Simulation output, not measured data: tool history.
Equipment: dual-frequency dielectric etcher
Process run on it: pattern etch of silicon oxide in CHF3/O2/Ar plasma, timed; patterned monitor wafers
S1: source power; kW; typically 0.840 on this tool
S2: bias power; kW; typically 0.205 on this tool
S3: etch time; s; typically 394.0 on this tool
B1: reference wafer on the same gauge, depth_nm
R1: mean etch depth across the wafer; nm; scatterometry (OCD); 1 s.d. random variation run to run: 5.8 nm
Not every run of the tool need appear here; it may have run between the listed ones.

{"run": 1, "hour": 0.0, "S1": 0.84, "S2": 0.217, "S3": 394.0, "B1": 1028.2, "R1": 906.6}
{"hour": 10.2, "done": "gauge calibrated"}
{"run": 2, "hour": 15.4, "S1": 0.84, "S2": 0.205, "S3": 361.5, "B1": 1030.2, "R1": 810.4}
{"run": 3, "hour": 27.4, "S1": 0.84, "S2": 0.205, "S3": 361.5, "B1": 1028.4, "R1": 812.9}
{"run": 4, "hour": 40.4, "S1": 0.84, "S2": 0.205, "S3": 361.5, "B1": 1029.0, "R1": 808.6}
{"run": 5, "hour": 48.5, "S1": 0.84, "S2": 0.205, "S3": 394.0, "B1": 1028.2, "R1": 885.4}
{"run": 6, "hour": 62.7, "S1": 0.84, "S2": 0.205, "S3": 394.0, "B1": 1028.1, "R1": 884.3}
{"run": 7, "hour": 76.7, "S1": 0.84, "S2": 0.205, "S3": 394.0, "B1": 1029.9, "R1": 873.0}
{"run": 8, "hour": 90.3, "S1": 0.84, "S2": 0.205, "S3": 394.0, "B1": 1030.7, "R1": 875.4}
{"hour": 146.9, "done": "wet clean of the chamber"}
{"hour": 171.0, "done": "upper electrode replaced, of another model than before"}
{"run": 9, "hour": 171.5, "S1": 0.84, "S2": 0.205, "S3": 394.0, "B1": 1029.5, "R1": 932.2}
{"run": 10, "hour": 171.9, "S1": 0.84, "S2": 0.205, "S3": 327.5, "B1": 1029.2, "R1": 775.9}
{"run": 11, "hour": 172.3, "S1": 0.84, "S2": 0.205, "S3": 327.5, "B1": 1028.7, "R1": 768.0}
{"run": 12, "hour": 176.4, "S1": 0.84, "S2": 0.205, "S3": 394.0, "B1": 1027.9, "R1": 932.7}
{"run": 13, "hour": 186.7, "S1": 0.84, "S2": 0.205, "S3": 394.0, "B1": 1028.8, "R1": 921.1}
{"run": 14, "hour": 200.3, "S1": 0.84, "S2": 0.205, "S3": 394.0, "B1": 1027.0, "R1": 921.8}
{"run": 15, "hour": 216.9, "S1": 0.84, "S2": 0.248, "S3": 394.0, "B1": 1028.4, "R1": 1038.9}
{"run": 16, "hour": 223.3, "S1": 0.84, "S2": 0.205, "S3": 361.5, "B1": 1030.2, "R1": 841.1}
{"hour": 239.7, "done": "source power generator calibrated"}
{"run": 17, "hour": 240.2, "S1": 0.84, "S2": 0.205, "S3": 394.0, "B1": 1030.1, "R1": 910.1}
{"hour": 246.1, "done": "bias power generator calibrated"}
{"run": 18, "hour": 246.8, "S1": 0.84, "S2": 0.205, "S3": 394.0, "B1": 1028.8, "R1": 908.7}
{"hour": 260.3, "done": "gauge calibrated"}
{"run": 19, "hour": 260.9, "S1": 0.84, "S2": 0.205, "S3": 394.0, "B1": 1028.7, "R1": 922.5}
{"run": 20, "hour": 269.3, "S1": 0.84, "S2": 0.237, "S3": 310.5, "B1": 1029.3, "R1": 795.4}
{"run": 21, "hour": 280.6, "S1": 0.84, "S2": 0.225, "S3": 394.0, "B1": 1031.4, "R1": 975.8}
{"run": 22, "hour": 288.3, "S1": 0.74, "S2": 0.205, "S3": 394.0, "B1": 1028.7, "R1": 833.7}
{"run": 23, "hour": 297.7, "S1": 0.76, "S2": 0.182, "S3": 394.0, "B1": 1028.1, "R1": 769.0}
{"run": 24, "hour": 307.0, "S1": 1.03, "S2": 0.256, "S3": 394.0, "B1": 1029.1, "R1": 1203.4}

What will run 25 give?
{"run": 25, "hour": 317.8, "S1": 0.99, "S2": 0.232, "S3": 466.0, "B1": "?", "R1": "?"}

{"run 25": {"B1": 1029.0, "R1": 1311.5}}
Without the tool's hidden state the same run would have given R1 1336.3 nm.
